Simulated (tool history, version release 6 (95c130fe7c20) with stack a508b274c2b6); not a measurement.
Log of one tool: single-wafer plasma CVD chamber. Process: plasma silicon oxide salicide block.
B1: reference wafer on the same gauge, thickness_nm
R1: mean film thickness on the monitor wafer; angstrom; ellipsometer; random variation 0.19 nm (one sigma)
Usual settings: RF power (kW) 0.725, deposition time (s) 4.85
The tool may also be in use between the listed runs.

run 1 hour=0 | RF_power_(kW)=0.725 deposition_time_(s)=4.09 | B1=48.306 | R1=429.73
-- hour=138.3 RF generator calibrated
run 2 hour=271.9 | RF_power_(kW)=0.725 deposition_time_(s)=4.21 | B1=48.288 | R1=452.07
run 3 hour=327.9 | RF_power_(kW)=0.725 deposition_time_(s)=4.21 | B1=48.283 | R1=448.55
run 4 hour=406.8 | RF_power_(kW)=0.725 deposition_time_(s)=4.21 | B1=48.347 | R1=450.83
run 5 hour=444.9 | RF_power_(kW)=0.785 deposition_time_(s)=4.85 | B1=48.301 | R1=536.73
run 6 hour=504 | RF_power_(kW)=0.725 deposition_time_(s)=4.85 | B1=48.267 | R1=514.12
run 7 hour=572.4 | RF_power_(kW)=0.78 deposition_time_(s)=4.85 | B1=48.298 | R1=533.89
run 8 hour=615.9 | RF_power_(kW)=0.78 deposition_time_(s)=4.85 | B1=48.293 | R1=533.21
run 9 hour=700.7 | RF_power_(kW)=0.69 deposition_time_(s)=4.85 | B1=48.28 | R1=502.13
run 10 hour=797.4 | RF_power_(kW)=0.69 deposition_time_(s)=4.85 | B1=48.302 | R1=500.63
run 11 hour=891 | RF_power_(kW)=0.69 deposition_time_(s)=4.85 | B1=48.293 | R1=498.57
run 12 hour=969.9 | RF_power_(kW)=0.815 deposition_time_(s)=4.85 | B1=48.331 | R1=539.4
run 13 hour=1074.7 | RF_power_(kW)=0.725 deposition_time_(s)=4.46 | B1=48.277 | R1=471.05
run 14 hour=1178.4 | RF_power_(kW)=0.725 deposition_time_(s)=4.85 | B1=48.318 | R1=510.77
run 15 hour=1244.1 | RF_power_(kW)=0.725 deposition_time_(s)=4.85 | B1=48.284 | R1=512.07
run 16 hour=1290.4 | RF_power_(kW)=0.725 deposition_time_(s)=4.85 | B1=48.261 | R1=508.87
run 17 hour=1355.2 | RF_power_(kW)=0.725 deposition_time_(s)=4.85 | B1=48.301 | R1=508.3
run 18 hour=1413.6 | RF_power_(kW)=0.725 deposition_time_(s)=4.85 | B1=48.294 | R1=508.36
run 19 hour=1484.5 | RF_power_(kW)=0.725 deposition_time_(s)=4.85 | B1=48.289 | R1=507.53
run 20 hour=1522 | RF_power_(kW)=0.725 deposition_time_(s)=4.85 | B1=48.3 | R1=506.87
run 21 hour=1593.4 | RF_power_(kW)=0.725 deposition_time_(s)=4.85 | B1=48.305 | R1=507.44
run 22 hour=1673.5 | RF_power_(kW)=0.725 deposition_time_(s)=5.44 | B1=48.322 | R1=572.32
run 23 hour=1741.1 | RF_power_(kW)=0.58 deposition_time_(s)=4.22 | B1=48.31 | R1=396.03
run 24 hour=1806.2 | RF_power_(kW)=0.64 deposition_time_(s)=5.5 | B1=48.314 | R1=545.46
-- hour=1835.2 RF generator calibrated
run 25 hour=1885.2 | RF_power_(kW)=0.725 deposition_time_(s)=4.85 | B1=48.277 | R1=523.5
run 26 hour=1923.8 | RF_power_(kW)=0.655 deposition_time_(s)=5.35 | B1=48.289 | R1=546.5
run 27 hour=1984.5 | RF_power_(kW)=0.785 deposition_time_(s)=4.34 | B1=48.304 | R1=479.99
-- hour=2045.7 showerhead replaced
run 28 hour=2054.6 | RF_power_(kW)=0.795 deposition_time_(s)=4.38 | B1=48.302 | R1=486.53
run 29 hour=2099.3 | RF_power_(kW)=0.855 deposition_time_(s)=3.95 | B1=48.271 | R1=452.64
run 30 hour=2170 | RF_power_(kW)=0.58 deposition_time_(s)=5.11 | B1=48.288 | R1=489.43
-- hour=2204.8 gauge calibrated
run 31 hour=2213 | RF_power_(kW)=0.725 deposition_time_(s)=4.85 | B1=48.287 | R1=515.55
run 32 hour=2314.2 | RF_power_(kW)=0.77 deposition_time_(s)=3.99 | B1=48.333 | R1=433.73
run 33 hour=2410.3 | RF_power_(kW)=0.725 deposition_time_(s)=4.85 | B1=48.287 | R1=515.07
run 34 hour=2461.5 | RF_power_(kW)=0.725 deposition_time_(s)=5.24 | B1=48.29 | R1=554.69
run 35 hour=2539.6 | RF_power_(kW)=0.725 deposition_time_(s)=4.85 | B1=48.339 | R1=512.4
run 36 hour=2628.3 | RF_power_(kW)=0.775 deposition_time_(s)=4.15 | B1=48.35 | R1=449.7
run 37 hour=2691.8 | RF_power_(kW)=0.685 deposition_time_(s)=4.38 | B1=48.315 | R1=449.72
run 38 hour=2730 | RF_power_(kW)=0.66 deposition_time_(s)=5.82 | B1=48.281 | R1=585.01
run 39 hour=2778 | RF_power_(kW)=0.725 deposition_time_(s)=4.85 | B1=48.249 | R1=510.87
run 40 hour=2856.5 | RF_power_(kW)=0.635 deposition_time_(s)=5.56 | B1=48.27 | R1=548.06
run 41 hour=2948.6 | RF_power_(kW)=0.725 deposition_time_(s)=4.85 | B1=48.269 | R1=509.94
run 42 hour=3032.9 | RF_power_(kW)=0.595 deposition_time_(s)=4.85 | B1=48.258 | R1=460.22
run 43 hour=3108.1 | RF_power_(kW)=0.64 deposition_time_(s)=4.85 | B1=48.324 | R1=479.71

3 ways to go on from here, each from the tool as it stands after run 43. What would each give?
run A hour=3108.5 | RF_power_(kW)=0.725 deposition_time_(s)=4.85 | B1=? | R1=?
run B hour=3108.5 | RF_power_(kW)=0.855 deposition_time_(s)=4.85 | B1=? | R1=?
run C hour=3108.5 | RF_power_(kW)=0.845 deposition_time_(s)=5.13 | B1=? | R1=?

run=A B1=48.27 R1=508.49
run=B B1=48.27 R1=546.7
run=C B1=48.27 R1=575.38
Without the tool's hidden state the same runs would have given:
run=A R1=524.31
run=B R1=563.7
run=C R1=593.27
